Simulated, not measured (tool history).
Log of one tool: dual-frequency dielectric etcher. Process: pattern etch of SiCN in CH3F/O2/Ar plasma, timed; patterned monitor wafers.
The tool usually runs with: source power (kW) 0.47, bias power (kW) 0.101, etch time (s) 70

| run | day | source power (kW) | bias power (kW) | etch time (s) | read-back reference wafer on the same gauge, depth_nm | mean etch depth across the wafer (Å) |
|---|---|---|---|---|---|---|
| 1 | 0 | 0.47 | 0.109 | 70 | 28.86 | 353.1 |
| 2 | 0.55 | 0.47 | 0.109 | 70 | 28.89 | 348.5 |
| 3 | 1.204 | 0.47 | 0.101 | 70 | 28.91 | 337.9 |
| 4 | 1.746 | 0.47 | 0.101 | 70 | 28.86 | 336.6 |
| 5 | 2.754 | 0.47 | 0.101 | 70 | 28.94 | 336.4 |
| 6 | 3.667 | 0.47 | 0.101 | 79 | 28.89 | 378.2 |
| 7 | 5.042 | 0.47 | 0.101 | 70 | 28.88 | 332.8 |
|  | 6.121 | gauge calibrated |
| 8 | 6.538 | 0.47 | 0.101 | 70 | 28.91 | 331.4 |
| 9 | 7.542 | 0.47 | 0.101 | 50 | 28.88 | 238 |
|  | 8.158 | source power generator calibrated |
|  | 9.238 | upper electrode replaced |
|  | 9.408 | wet clean of the chamber |
|  | 11.225 | bias power generator calibrated |
| 10 | 11.488 | 0.42 | 0.123 | 70 | 28.91 | 362.8 |
| 11 | 12.838 | 0.47 | 0.086 | 88.5 | 28.89 | 400.5 |
| 12 | 13.817 | 0.59 | 0.101 | 70 | 28.91 | 361.1 |
| 13 | 14.338 | 0.36 | 0.076 | 59.5 | 28.87 | 237.4 |
| 14 | 14.862 | 0.47 | 0.078 | 52 | 28.85 | 223.9 |

3 ways to go on from here, each from the tool as it stands after run 14. What would each give?
| A | 14.879 | 0.4 | 0.101 | 70 | ? | ? |
| B | 14.879 | 0.44 | 0.08 | 78.5 | ? | ? |
| C | 14.879 | 0.47 | 0.087 | 70 | ? | ? |

| run | read-back reference wafer on the same gauge, depth_nm | mean etch depth across the wafer (Å) |
|---|---|---|
| A | 28.86 | 324.6 |
| B | 28.86 | 336.8 |
| C | 28.86 | 317.7 |
With the hidden condition removed and each run's random variation left untouched, the same runs would have given:
| run | mean etch depth across the wafer (Å) |
|---|---|
| A | 331 |
| B | 343.4 |
| C | 324 |
